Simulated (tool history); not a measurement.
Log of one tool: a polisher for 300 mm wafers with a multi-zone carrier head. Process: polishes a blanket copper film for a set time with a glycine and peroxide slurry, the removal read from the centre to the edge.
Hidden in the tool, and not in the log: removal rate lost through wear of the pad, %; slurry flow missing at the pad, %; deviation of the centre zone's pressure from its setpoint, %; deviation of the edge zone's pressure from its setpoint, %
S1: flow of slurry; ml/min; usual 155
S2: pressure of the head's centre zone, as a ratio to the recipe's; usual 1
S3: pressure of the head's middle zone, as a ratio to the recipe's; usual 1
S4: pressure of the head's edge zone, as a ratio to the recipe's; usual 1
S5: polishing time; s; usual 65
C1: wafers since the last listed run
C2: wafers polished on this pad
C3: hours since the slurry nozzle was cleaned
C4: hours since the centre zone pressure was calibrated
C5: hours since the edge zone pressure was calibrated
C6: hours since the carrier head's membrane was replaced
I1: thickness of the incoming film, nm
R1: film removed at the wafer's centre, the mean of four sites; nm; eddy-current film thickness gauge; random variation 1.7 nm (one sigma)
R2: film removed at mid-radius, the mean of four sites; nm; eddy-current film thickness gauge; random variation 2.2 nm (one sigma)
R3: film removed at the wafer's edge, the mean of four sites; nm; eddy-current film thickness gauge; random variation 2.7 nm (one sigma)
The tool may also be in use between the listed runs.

{"run": 1, "hour": 0.0, "S1": 155, "S2": 1, "S3": 1, "S4": 1, "S5": 65, "C1": 0, "C2": 1870, "C3": 424.7, "C4": 415.5, "C5": 256.4, "C6": 97.8, "I1": 2151.6, "R1": 259.2, "R2": 253.6, "R3": 243.5}
{"run": 2, "hour": 28.8, "S1": 175, "S2": 1, "S3": 1, "S4": 0.93, "S5": 65, "C1": 211, "C2": 2081, "C3": 453.5, "C4": 444.3, "C5": 285.2, "C6": 126.6, "I1": 2076.9, "R1": 263.4, "R2": 258.5, "R3": 241.7}
{"hour": 42.1, "done": "slurry nozzle cleaned"}
{"run": 3, "hour": 88.7, "S1": 155, "S2": 1, "S3": 0.92, "S4": 1, "S5": 65, "C1": 431, "C2": 2513, "C3": 46.6, "C4": 504.2, "C5": 345.1, "C6": 186.5, "I1": 2140.9, "R1": 257.3, "R2": 234.2, "R3": 245.5}
{"hour": 119.6, "done": "edge zone pressure recalibrated"}
{"run": 4, "hour": 142.0, "S1": 155, "S2": 0.9, "S3": 1, "S4": 1, "S5": 65, "C1": 375, "C2": 2889, "C3": 99.9, "C4": 557.5, "C5": 22.4, "C6": 239.8, "I1": 2119.3, "R1": 228.6, "R2": 254.7, "R3": 245.3}
{"hour": 155.6, "done": "worn pad replaced by a new one"}
{"run": 5, "hour": 209.0, "S1": 190, "S2": 1, "S3": 1, "S4": 1, "S5": 65, "C1": 461, "C2": 391, "C3": 166.9, "C4": 624.5, "C5": 89.4, "C6": 306.8, "I1": 2113.3, "R1": 268.3, "R2": 253.7, "R3": 249}
{"run": 6, "hour": 279.5, "S1": 155, "S2": 1.09, "S3": 1, "S4": 1, "S5": 65, "C1": 516, "C2": 908, "C3": 237.4, "C4": 695, "C5": 159.9, "C6": 377.3, "I1": 2109.6, "R1": 280.3, "R2": 249.6, "R3": 245.2}
{"run": 7, "hour": 420.1, "S1": 155, "S2": 1, "S3": 1, "S4": 1, "S5": 65, "C1": 1030, "C2": 1938, "C3": 378, "C4": 835.6, "C5": 300.5, "C6": 517.9, "I1": 2115.9, "R1": 257.4, "R2": 249.8, "R3": 242}
{"hour": 452.4, "done": "carrier head's membrane replaced by a new one"}
{"run": 8, "hour": 453.5, "S1": 115, "S2": 0.89, "S3": 1.07, "S4": 1, "S5": 54, "C1": 208, "C2": 2146, "C3": 411.4, "C4": 869, "C5": 333.9, "C6": 1.1, "I1": 2118.6, "R1": 178.9, "R2": 211.1, "R3": 197.5}
{"hour": 470.9, "done": "slurry nozzle cleaned"}
{"run": 9, "hour": 517.3, "S1": 155, "S2": 1.03, "S3": 1.09, "S4": 1, "S5": 65, "C1": 460, "C2": 2606, "C3": 46.4, "C4": 932.8, "C5": 397.7, "C6": 64.9, "I1": 2097.2, "R1": 268.3, "R2": 270.9, "R3": 247.7}
{"hour": 521.3, "done": "edge zone pressure recalibrated"}
{"run": 10, "hour": 583.8, "S1": 155, "S2": 1, "S3": 1, "S4": 1, "S5": 65, "C1": 472, "C2": 3079, "C3": 112.9, "C4": 999.3, "C5": 62.5, "C6": 131.4, "I1": 2112.6, "R1": 256.1, "R2": 251.5, "R3": 245}
{"hour": 604.4, "done": "worn pad replaced by a new one"}
{"run": 11, "hour": 630.8, "S1": 125, "S2": 1, "S3": 1, "S4": 1, "S5": 48, "C1": 315, "C2": 193, "C3": 159.9, "C4": 1046.3, "C5": 109.5, "C6": 178.4, "I1": 2148.8, "R1": 183, "R2": 177.3, "R3": 175}
{"hour": 651.6, "done": "centre zone pressure recalibrated"}
{"run": 12, "hour": 702.6, "S1": 155, "S2": 1, "S3": 1, "S4": 1, "S5": 47, "C1": 511, "C2": 704, "C3": 231.7, "C4": 51, "C5": 181.3, "C6": 250.2, "I1": 2110.9, "R1": 187.5, "R2": 182.3, "R3": 175.4}
{"run": 13, "hour": 732.0, "S1": 185, "S2": 1, "S3": 1, "S4": 1, "S5": 65, "C1": 215, "C2": 920, "C3": 261.1, "C4": 80.4, "C5": 210.7, "C6": 279.6, "I1": 2152.9, "R1": 261.8, "R2": 259.8, "R3": 254.7}
{"run": 14, "hour": 800.6, "S1": 195, "S2": 1, "S3": 1, "S4": 1, "S5": 65, "C1": 502, "C2": 1422, "C3": 329.7, "C4": 149, "C5": 279.3, "C6": 348.2, "I1": 2118.8, "R1": 268.3, "R2": 258.9, "R3": 251.5}
{"run": 15, "hour": 832.7, "S1": 155, "S2": 1, "S3": 1, "S4": 1, "S5": 77, "C1": 235, "C2": 1658, "C3": 361.8, "C4": 181.1, "C5": 311.4, "C6": 380.3, "I1": 2077.6, "R1": 303.5, "R2": 295.7, "R3": 290.7}
{"run": 16, "hour": 881.0, "S1": 155, "S2": 1, "S3": 1, "S4": 1, "S5": 65, "C1": 353, "C2": 2012, "C3": 410.1, "C4": 229.4, "C5": 359.7, "C6": 428.6, "I1": 2146.8, "R1": 258.5, "R2": 251.5, "R3": 245}
{"hour": 883.5, "done": "slurry nozzle cleaned"}
{"run": 17, "hour": 936.5, "S1": 155, "S2": 1.12, "S3": 1.1, "S4": 1, "S5": 65, "C1": 399, "C2": 2411, "C3": 53, "C4": 284.9, "C5": 415.2, "C6": 484.1, "I1": 2159.6, "R1": 289.1, "R2": 273.7, "R3": 243.2}
{"hour": 950.9, "done": "edge zone pressure recalibrated"}
{"hour": 1001.2, "done": "carrier head's membrane replaced by a new one"}
{"run": 18, "hour": 1001.7, "S1": 155, "S2": 1, "S3": 0.9, "S4": 0.9, "S5": 65, "C1": 426, "C2": 2838, "C3": 118.2, "C4": 350.1, "C5": 50.8, "C6": 0.5, "I1": 2112.4, "R1": 255.8, "R2": 230.7, "R3": 231.9}
{"run": 19, "hour": 1056.8, "S1": 155, "S2": 1, "S3": 1, "S4": 0.92, "S5": 58, "C1": 403, "C2": 3241, "C3": 173.3, "C4": 405.2, "C5": 105.9, "C6": 55.6, "I1": 2105.5, "R1": 230.7, "R2": 224.5, "R3": 213.6}
{"hour": 1098.8, "done": "worn pad replaced by a new one"}
{"run": 20, "hour": 1123.2, "S1": 205, "S2": 1, "S3": 0.9, "S4": 1, "S5": 86, "C1": 457, "C2": 179, "C3": 239.7, "C4": 471.6, "C5": 172.3, "C6": 122, "I1": 2096.5, "R1": 361.2, "R2": 317.6, "R3": 338.6}
{"run": 21, "hour": 1152.1, "S1": 200, "S2": 1, "S3": 1.1, "S4": 1.1, "S5": 65, "C1": 211, "C2": 390, "C3": 268.6, "C4": 500.5, "C5": 201.2, "C6": 150.9, "I1": 2164.4, "R1": 268.7, "R2": 287.3, "R3": 260.1}
{"run": 22, "hour": 1221.2, "S1": 155, "S2": 1, "S3": 1, "S4": 1, "S5": 65, "C1": 506, "C2": 897, "C3": 337.7, "C4": 569.6, "C5": 270.3, "C6": 220, "I1": 2115.8, "R1": 255.8, "R2": 253.6, "R3": 246}

Forecast each of these 4 alternatives for the next run:
{"run": "A", "hour": 1221.7, "S1": 155, "S2": 1, "S3": 1.03, "S4": 1, "S5": 65, "C1": 3, "C2": 900, "C3": 338.2, "C4": 570.1, "C5": 270.8, "C6": 220.5, "I1": 2103.8, "R1": "?", "R2": "?", "R3": "?"}
{"run": "B", "hour": 1221.7, "S1": 155, "S2": 1, "S3": 1, "S4": 1, "S5": 54, "C1": 3, "C2": 900, "C3": 338.2, "C4": 570.1, "C5": 270.8, "C6": 220.5, "I1": 2103.8, "R1": "?", "R2": "?", "R3": "?"}
{"run": "C", "hour": 1221.7, "S1": 205, "S2": 1, "S3": 1, "S4": 1, "S5": 44, "C1": 3, "C2": 900, "C3": 338.2, "C4": 570.1, "C5": 270.8, "C6": 220.5, "I1": 2103.8, "R1": "?", "R2": "?", "R3": "?"}
{"run": "D", "hour": 1221.7, "S1": 155, "S2": 1, "S3": 1, "S4": 1.06, "S5": 65, "C1": 3, "C2": 900, "C3": 338.2, "C4": 570.1, "C5": 270.8, "C6": 220.5, "I1": 2103.8, "R1": "?", "R2": "?", "R3": "?"}

run=A R1=257.4 R2=254.9 R3=244
run=B R1=213.8 R2=206.5 R3=202.8
run=C R1=182.1 R2=175.1 R3=170.1
run=D R1=257.3 R2=248.6 R3=249.7
Without the tool's hidden state the same runs would have given:
run=A R1=257.4 R2=254.9 R3=244
run=B R1=213.8 R2=206.5 R3=202.8
run=C R1=182.1 R2=175.1 R3=170.1
run=D R1=257.3 R2=248.6 R3=249.7
